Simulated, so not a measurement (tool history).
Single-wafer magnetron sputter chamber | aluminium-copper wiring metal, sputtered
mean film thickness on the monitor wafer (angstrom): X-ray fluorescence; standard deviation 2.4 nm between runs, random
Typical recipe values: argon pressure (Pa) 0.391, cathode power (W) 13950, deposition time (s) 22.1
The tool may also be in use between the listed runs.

run    hour  argon pressure (Pa)  cathode power (W)  deposition time (s)  read-back reference wafer on the same gauge, thickness_nm  mean film thickness on the monitor wafer (angstrom)
  1     0.0                0.391              13950                 22.1                                                    576.363                                              5178.04
  2    35.7                0.391              13950                 22.1                                                    574.622                                              5124.18
  3   105.3                0.391              13950                 22.1                                                    574.803                                              5121.06
  4   155.4                0.471              13950                 19.8                                                    575.055                                              4259.51
  5   215.9                0.471              13950                 19.8                                                    575.792                                              4253.65
  6   279.5                0.471              13950                 19.8                                                    576.364                                              4278.56
  7   323.4                0.391              13950                 22.1                                                    575.188                                              5124.84
  8   389.5                0.391              15350                 22.1                                                    575.791                                              5391.65
  9   445.6                0.391              15350                 22.1                                                    575.887                                              5394.43
 10   476.1                0.391              15350                 22.1                                                    575.431                                              5427.79
      494.0  -- sputter target and shields replaced
      522.3  -- magnet pack replaced
 11   522.8                0.391              13950                 22.1                                                    576.378                                              5070.55
 12   560.9                0.358              13950                 22.1                                                    575.638                                              5279.48
 13   659.7                0.358              13950                 22.1                                                    576.784                                              5278.51
 14   720.7                0.424              15050                 22.1                                                    576.493                                              5168.09
      821.8  -- gauge calibrated
      884.6  -- capacitance manometer re-zeroed and calibrated
 15   912.0                0.494              13950                 22.1                                                    574.582                                              4871.89
 16   938.8                0.391              12600                 19.9                                                    575.696                                              4491.06
 17  1004.5                0.391              13950                 22.1                                                    576.315                                              5248.91
 18  1054.3                0.441              13950                 22.1                                                    576.348                                              5023.80
 19  1106.3                0.391              12200                 23.4                                                    576.506                                              5173.65
     1146.4  -- sputter target and shields replaced
 20  1151.3                0.286              16600                 22.1                                                    576.164                                              6431.46
 21  1177.1                0.391              13950                 19.3                                                    575.586                                              4607.86
 22  1235.6                0.351              13950                 22.1                                                    575.806                                              5416.58
 23  1286.1                0.391              17000                 23.8                                                    575.924                                              6432.54
 24  1338.7                0.391              13950                 22.1                                                    575.392                                              5209.84
 25  1365.1                0.348              16100                 25.2                                                    575.664                                              6754.75
 26  1415.9                0.241              13950                 22.1                                                    574.978                                              5913.01
 27  1466.1                0.478              12200                 19.0                                                    576.131                                              3828.67
 28  1532.7                0.391              13950                 22.1                                                    575.670                                              5182.44

Below, some changes in mean film thickness on the monitor wafer (angstrom) between adjacent runs. For each, the amount present without the hidden state too (settings, incoming material, random variation) and the amount remaining for the hidden state with gauge scatter not shared by both compared results:
Hidden conditions of the tool in this case: deposition rate above that of a new target (%); true argon pressure above the setpoint (%); gauge reads high (%).
Run 13 -> 14: argon pressure (Pa) 0.358 -> 0.424, cathode power (W) 13950 -> 15050. mean film thickness on the monitor wafer (angstrom) -110.42: hidden state -46.92, all else -63.50.
Run 14 -> 15: argon pressure (Pa) 0.424 -> 0.494, cathode power (W) 15050 -> 13950, gauge calibrated, capacitance manometer re-zeroed and calibrated. mean film thickness on the monitor wafer (angstrom) -296.20: hidden state +223.31, all else -519.51.
Run 20 -> 21: argon pressure (Pa) 0.286 -> 0.391, cathode power (W) 16600 -> 13950, deposition time (s) 22.1 -> 19.3. mean film thickness on the monitor wafer (angstrom) -1823.60: hidden state -2.46, all else -1821.14.
Run 26 -> 27: argon pressure (Pa) 0.241 -> 0.478, cathode power (W) 13950 -> 12200, deposition time (s) 22.1 -> 19.0. mean film thickness on the monitor wafer (angstrom) -2084.34: hidden state -18.84, all else -2065.50.
